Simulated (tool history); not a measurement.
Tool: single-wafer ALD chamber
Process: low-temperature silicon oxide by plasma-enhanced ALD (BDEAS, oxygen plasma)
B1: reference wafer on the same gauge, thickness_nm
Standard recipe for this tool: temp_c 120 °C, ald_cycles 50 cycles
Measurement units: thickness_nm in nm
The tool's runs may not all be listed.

Run 1, hour 0.0: usual settings but temp_c 124 °C, ald_cycles 57 cycles; B1 5.506. Result: thickness_nm 7.458 nm.
Run 2, hour 17.4: usual settings but temp_c 124 °C, ald_cycles 57 cycles; B1 5.514. Result: thickness_nm 7.474 nm.
Run 3, hour 39.4: usual settings but temp_c 124 °C, ald_cycles 57 cycles; B1 5.509. Result: thickness_nm 7.463 nm.
Run 4, hour 58.4: usual settings but temp_c 127 °C; B1 5.505. Result: thickness_nm 6.528 nm.
Run 5, hour 90.4: usual settings but temp_c 127 °C; B1 5.512. Result: thickness_nm 6.538 nm.
Run 6, hour 126.4: usual settings but temp_c 127 °C; B1 5.509. Result: thickness_nm 6.491 nm.
Run 7, hour 145.0: usual settings but ald_cycles 44 cycles; B1 5.504. Result: thickness_nm 5.798 nm.
Run 8, hour 165.7: usual settings but ald_cycles 44 cycles; B1 5.511. Result: thickness_nm 5.793 nm.
Run 9, hour 200.1: usual settings but ald_cycles 58 cycles; B1 5.511. Result: thickness_nm 7.637 nm.
Run 10, hour 220.1: usual settings but ald_cycles 44 cycles; B1 5.507. Result: thickness_nm 5.805 nm.
At hour 224.1: gauge calibrated.
At hour 299.0: thermocouple changed; heater temperature recalibrated.
Run 11, hour 324.2: usual settings but temp_c 132 °C, ald_cycles 44 cycles; B1 5.509. Result: thickness_nm 5.664 nm.
Run 12, hour 337.4: usual settings but temp_c 110 °C, ald_cycles 41 cycles; B1 5.511. Result: thickness_nm 5.504 nm.
Run 13, hour 372.9: usual settings; B1 5.509. Result: thickness_nm 6.577 nm.
Run 14, hour 405.3: usual settings but temp_c 115 °C, ald_cycles 56 cycles; B1 5.507. Result: thickness_nm 7.438 nm.
Run 15, hour 418.5: usual settings but ald_cycles 45 cycles; B1 5.506. Result: thickness_nm 5.915 nm.
Run 16, hour 440.3: usual settings but temp_c 126 °C, ald_cycles 54 cycles; B1 5.510. Result: thickness_nm 7.038 nm.
Run 17, hour 454.8: usual settings but temp_c 115 °C, ald_cycles 59 cycles; B1 5.508. Result: thickness_nm 7.838 nm.
Run 18, hour 481.5: usual settings; B1 5.506. Result: thickness_nm 6.575 nm.

Here are 5 independent what-if runs from the current tool condition. What would each one return?
Run A, hour 482.0: usual settings; B1 ?. Result: thickness_nm ?.
Run B, hour 482.0: usual settings but temp_c 131 °C, ald_cycles 54 cycles; B1 ?. Result: thickness_nm ?.
Run C, hour 482.0: usual settings but temp_c 128 °C, ald_cycles 54 cycles; B1 ?. Result: thickness_nm ?.
Run D, hour 482.0: usual settings but temp_c 111 °C, ald_cycles 57 cycles; B1 ?. Result: thickness_nm ?.
Run E, hour 482.0: usual settings but ald_cycles 42 cycles; B1 ?. Result: thickness_nm ?.

run     B1  thickness_nm
  A  5.513         6.563
  B  5.513         6.946
  C  5.513         6.985
  D  5.513         7.604
  E  5.513         5.513
Had the tool no hidden state, the same runs would have come out as:
run  thickness_nm
  A         6.563
  B         6.946
  C         6.985
  D         7.604
  E         5.513
